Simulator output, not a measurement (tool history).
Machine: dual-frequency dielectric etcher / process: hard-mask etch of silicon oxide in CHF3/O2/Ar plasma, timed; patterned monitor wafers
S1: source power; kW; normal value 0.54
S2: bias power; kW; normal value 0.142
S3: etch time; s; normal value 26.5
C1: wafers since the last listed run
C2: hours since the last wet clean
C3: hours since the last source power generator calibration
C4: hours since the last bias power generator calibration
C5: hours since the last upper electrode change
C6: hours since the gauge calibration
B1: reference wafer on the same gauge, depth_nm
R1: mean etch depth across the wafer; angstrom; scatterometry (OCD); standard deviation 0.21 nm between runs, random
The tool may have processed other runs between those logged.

run,hour,S1,S2,S3,C1,C2,C3,C4,C5,C6,B1,R1
1,0,0.54,0.142,26.5,0,102.4,2535.9,3972.3,4377.9,40.3,39.51,411.3
2,52.8,0.54,0.142,26.5,978,155.2,2588.7,4025.1,4430.7,93.1,39.49,412.2
3,128.5,0.54,0.142,26.5,1402,230.9,2664.4,4100.8,4506.4,168.8,39.5,409.3
4,173.3,0.54,0.142,26.5,830,275.7,2709.2,4145.6,4551.2,213.6,39.56,407
5,210.8,0.54,0.142,26.5,694,313.2,2746.7,4183.1,4588.7,251.1,39.56,406.3
6,255.7,0.54,0.142,26.5,832,358.1,2791.6,4228,4633.6,296,39.52,405.6
7,324.3,0.54,0.142,26.5,1271,426.7,2860.2,4296.6,4702.2,364.6,39.5,404.1
# hour 368.7: source power generator calibrated
8,399.4,0.63,0.13,21.5,1317,501.8,30.7,4371.7,4777.3,439.7,39.56,341.1
# hour 418.2: bias power generator calibrated
# hour 465.3: wet clean of the chamber
9,470.1,0.66,0.175,19,791,4.8,101.4,51.9,4848,510.4,39.51,396.5
# hour 583.6: upper electrode replaced
10,584.1,0.41,0.12,26.5,1667,118.8,215.4,165.9,0.5,624.4,39.55,337.2
# hour 610.8: wet clean of the chamber, repeated, since the last time left the tool worse
# hour 621.8: gauge calibrated
11,653.6,0.5,0.11,26.5,843,42.8,284.9,235.4,70,31.8,39.47,343.8
12,722.2,0.41,0.11,32.5,1271,111.4,353.5,304,138.6,100.4,39.5,367.8
13,800.7,0.54,0.131,21.5,1454,189.9,432,382.5,217.1,178.9,39.5,318.4
14,900.3,0.54,0.142,26.5,1845,289.5,531.6,482.1,316.7,278.5,39.53,403.9
15,937.9,0.54,0.142,26.5,696,327.1,569.2,519.7,354.3,316.1,39.5,407.8

What if the next run were any one of these 5? Each begins from the tool's condition after run 15:
A,938.3,0.54,0.157,26.5,7,327.5,569.6,520.1,354.7,316.5,?,?
B,938.3,0.54,0.152,26.5,7,327.5,569.6,520.1,354.7,316.5,?,?
C,938.3,0.54,0.114,26.5,7,327.5,569.6,520.1,354.7,316.5,?,?
D,938.3,0.64,0.12,26.5,7,327.5,569.6,520.1,354.7,316.5,?,?
E,938.3,0.49,0.11,19,7,327.5,569.6,520.1,354.7,316.5,?,?

run,B1,R1
A,39.49,429.7
B,39.49,422.7
C,39.49,363.2
D,39.49,412.7
E,39.49,240.1
What these runs would have given with no unlogged condition in the tool:
run,R1
A,439.8
B,432.6
C,371.7
D,422.4
E,245.7
